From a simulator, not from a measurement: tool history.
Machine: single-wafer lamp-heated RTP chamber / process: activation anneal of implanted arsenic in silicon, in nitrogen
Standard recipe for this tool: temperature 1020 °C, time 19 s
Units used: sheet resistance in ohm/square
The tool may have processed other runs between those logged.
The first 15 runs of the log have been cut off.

run    hour  temperature  time  read-back reference wafer on the same gauge, sheet resistance  sheet resistance
 16   991.5         1020    19                                                         439.96            414.47
     1073.6  -- pyrometer window cleaned and pyrometer calibrated
     1081.5  -- reflector plate cleaned
 17  1098.8         1020    19                                                         439.87            414.37
 18  1145.2         1032    29                                                         439.75            409.09
 19  1444.2          997    29                                                         438.46            411.94
 20  1536.4         1031    16                                                         437.75            410.52
     1568.8  -- gauge calibrated
 21  1597.6         1020    19                                                         443.19            415.35
 22    1701         1003    13                                                          442.8            419.82
     1767.8  -- pyrometer window cleaned and pyrometer calibrated
 23  1799.3         1020    19                                                         442.67            416.83
 24  1890.3         1009    30                                                         442.94            415.93
     1906.2  -- reflector plate cleaned
 25  1945.8         1003    28                                                         442.63            416.41
 26  2010.1         1007     9                                                         442.76            419.47
 27    2067          991    23                                                          442.8            417.91
 28  2197.5         1050    13                                                          442.7             414.1
 29  2279.6         1004    26                                                         442.62            415.77
 30  2336.1         1020    19                                                         442.63            416.26
 31  2443.3         1044    14                                                         442.29            415.08
     2544.2  -- pyrometer window cleaned and pyrometer calibrated
 32  2550.4         1048    23                                                         442.11             411.4
     2593.9  -- reflector plate cleaned
 33  2622.9          996    12                                                         442.05            418.92
 34  2673.6         1002    13                                                          441.7            416.89
 35  2768.3         1020    19                                                         441.57            415.25
 36  2847.9         1020    13                                                         441.28            416.29
 37  2935.3          993    19                                                         441.13            416.61

Here are 3 independent what-if runs from the current tool condition. What would each one return?
  A  2935.7         1029    19                                                              ?                 ?
  B  2935.7          998    16                                                              ?                 ?
  C  2935.7         1007    23                                                              ?                 ?

run  read-back reference wafer on the same gauge, sheet resistance  sheet resistance
  A                                                         441.23             413.2
  B                                                         441.23            416.29
  C                                                         441.23            414.41
Stripped of hidden state, with their random variation kept, the same runs would have yielded:
run  sheet resistance
  A            414.93
  B            418.03
  C            416.14
